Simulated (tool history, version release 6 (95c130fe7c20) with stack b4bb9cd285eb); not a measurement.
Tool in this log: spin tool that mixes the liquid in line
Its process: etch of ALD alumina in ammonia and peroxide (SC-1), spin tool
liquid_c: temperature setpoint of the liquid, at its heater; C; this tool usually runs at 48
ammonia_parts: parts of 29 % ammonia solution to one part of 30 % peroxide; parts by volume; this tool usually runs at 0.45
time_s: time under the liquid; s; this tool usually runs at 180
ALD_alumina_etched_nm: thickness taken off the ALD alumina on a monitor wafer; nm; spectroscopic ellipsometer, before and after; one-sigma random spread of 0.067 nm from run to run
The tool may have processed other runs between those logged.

run   hour  liquid_c  ammonia_parts  time_s  read-back film thickness of the ALD alumina reference wafer, read on the same gauge (nm)  ALD_alumina_etched_nm
  1      0        48           0.45     180                                                                                    100.02                  11.32
  2     15        48           0.45     180                                                                                    100.01                  11.22
  3   31.5        48           0.55     180                                                                                     99.98                  11.57
      39.8  -- thermometer replaced
  4   41.2        48           0.45     180                                                                                     99.98                   9.88
  5   54.6        48           0.45     180                                                                                     99.99                   9.93
  6   63.9        48           0.45     285                                                                                     99.99                  15.93
  7   75.6        48            0.6     225                                                                                     99.98                  12.86
      83.1  -- ammonia flow meter replaced
  8   89.5      43.5           0.25     210                                                                                    100.02                   8.47
        93  -- new drum of ammonia solution connected
  9   96.4      51.5           0.55     180                                                                                     99.97                  12.15
 10  105.3        48           0.45     180                                                                                       100                   9.84
 11    113        48            0.6     140                                                                                     99.99                   8.02
     117.9  -- heated supply line repaired
 12    129      39.5           0.55     125                                                                                     99.99                   4.29
 13  143.6      56.5           0.45     180                                                                                    100.01                  15.81
 14  158.8        48            0.4     180                                                                                    100.01                   9.84
 15  171.7        45           0.45     180                                                                                     99.99                   8.35
 16  201.5      44.5           0.45     180                                                                                    100.01                   8.17
 17  218.1        48           0.35     255                                                                                    100.01                  13.72
 18  227.9        43           0.65     180                                                                                     99.99                   7.77
 19  234.6      43.5           0.45     180                                                                                     99.99                   7.63
 20  248.7        48           0.45     180                                                                                    100.01                  10.01
 21  256.2        48           0.45     180                                                                                     99.99                  10.01
 22  264.1        48           0.45     125                                                                                    100.02                   7.02
 23  278.5        48           0.35      90                                                                                     99.99                   4.97
 24    291      41.5           0.45     180                                                                                     99.99                   6.96
 25  297.4        48           0.35      95                                                                                    100.02                   5.17

What if the next run were any one of these 4? Each begins from the tool's condition after run 25:
  A  297.9        48           0.25     180                                                                                         ?                      ?
  B  297.9        48            0.4     285                                                                                         ?                      ?
  C  297.9        52           0.65     180                                                                                         ?                      ?
  D  297.9        48           0.45     225                                                                                         ?                      ?

run  read-back film thickness of the ALD alumina reference wafer, read on the same gauge (nm)  ALD_alumina_etched_nm
  A                                                                                     99.99                   9.46
  B                                                                                     99.99                  15.67
  C                                                                                     99.99                  12.91
  D                                                                                     99.99                  12.51
What these runs would have given with no unlogged condition in the tool:
run  ALD_alumina_etched_nm
  A                   9.28
  B                  15.37
  C                  12.66
  D                  12.27
